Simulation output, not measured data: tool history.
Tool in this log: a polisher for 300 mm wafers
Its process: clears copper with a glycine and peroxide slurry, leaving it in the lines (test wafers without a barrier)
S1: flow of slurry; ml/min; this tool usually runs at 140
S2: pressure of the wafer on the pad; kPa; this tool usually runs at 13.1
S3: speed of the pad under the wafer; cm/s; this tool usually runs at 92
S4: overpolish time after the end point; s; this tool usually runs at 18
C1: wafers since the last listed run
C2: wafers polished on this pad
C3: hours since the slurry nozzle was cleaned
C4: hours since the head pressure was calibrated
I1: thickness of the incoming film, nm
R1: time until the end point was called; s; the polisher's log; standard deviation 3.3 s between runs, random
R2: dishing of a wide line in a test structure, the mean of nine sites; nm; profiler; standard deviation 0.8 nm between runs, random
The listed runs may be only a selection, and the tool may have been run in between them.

run	hour	S1	S2	S3	S4	C1	C2	C3	C4	I1	R1	R2
1	0.0	140	13.1	92	18	0	473	208.3	1196.0	600.1	213.7	37.0
# hour 7.7: worn pad replaced by a new one
2	8.2	140	13.1	92	18	25	2	216.5	1204.2	600.7	215.7	37.6
3	16.8	140	13.1	92	18	52	55	225.1	1212.8	597.0	227.6	36.7
4	25.3	110	13.1	92	18	52	108	233.6	1221.3	603.1	247.3	32.6
5	39.0	140	13.1	92	18	84	192	247.3	1235.0	592.6	218.2	36.0
6	47.5	140	13.1	92	18	52	244	255.8	1243.5	601.6	221.1	36.2
7	59.7	140	13.1	92	18	75	319	268.0	1255.7	593.0	223.6	36.1
8	68.9	140	13.1	92	18	56	376	277.2	1264.9	605.8	229.9	35.6
9	83.6	140	13.1	92	18	90	466	291.9	1279.6	592.3	220.0	35.4
10	91.4	140	13.1	92	18	47	514	299.7	1287.4	599.8	228.4	35.5
# hour 105.3: worn pad replaced by a new one, of another model than before
11	105.8	140	13.1	92	16	63	2	314.1	1301.8	596.8	253.1	29.1
12	117.1	140	13.1	92	16	69	72	325.4	1313.1	600.4	253.6	29.4
13	127.0	140	13.1	92	18	60	133	335.3	1323.0	591.9	252.6	32.5
14	134.9	140	13.1	92	18	48	181	343.2	1330.9	600.1	246.3	31.9
15	142.5	140	13.1	92	18	46	228	350.8	1338.5	591.8	252.0	32.3
16	153.0	90	13.1	92	27	64	293	361.3	1349.0	602.3	416.8	30.8
# hour 181.9: worn pad replaced by a new one
17	187.6	140	13.1	92	18	188	34	395.9	1383.6	598.3	264.4	30.3
# hour 195.2: head pressure recalibrated
18	198.4	140	13.1	92	18	54	88	406.7	3.2	589.5	257.1	31.7
19	212.1	140	17.2	92	18	84	173	420.4	16.9	593.5	194.6	39.4
20	243.7	110	9.7	102	14	194	367	452.0	48.5	600.6	397.9	16.8
21	249.7	140	13.1	124	18	36	404	458.0	54.5	600.1	201.3	38.8
22	256.2	140	15.2	92	15	39	444	464.5	61.0	601.0	230.2	29.8
# hour 264.9: slurry nozzle cleaned
# hour 269.4: worn pad replaced by a new one
23	269.9	140	13.1	92	18	53	3	5.0	74.7	608.2	200.6	37.5
24	285.8	185	13.1	92	18	97	100	20.9	90.6	595.0	190.4	41.3
25	293.3	160	11.0	102	14	46	147	28.4	98.1	610.6	214.7	29.7

The next listed run, before its measurement:
26	300.0	90	11.7	92	24	41	188	35.1	104.8	591.5	?	?

Run 26 gave R1 304.2 s, R2 33.5 nm.
On a tool with no hidden condition, and with the same random variation, this run would have come out at R1 282.3 s, R2 35.7 nm.

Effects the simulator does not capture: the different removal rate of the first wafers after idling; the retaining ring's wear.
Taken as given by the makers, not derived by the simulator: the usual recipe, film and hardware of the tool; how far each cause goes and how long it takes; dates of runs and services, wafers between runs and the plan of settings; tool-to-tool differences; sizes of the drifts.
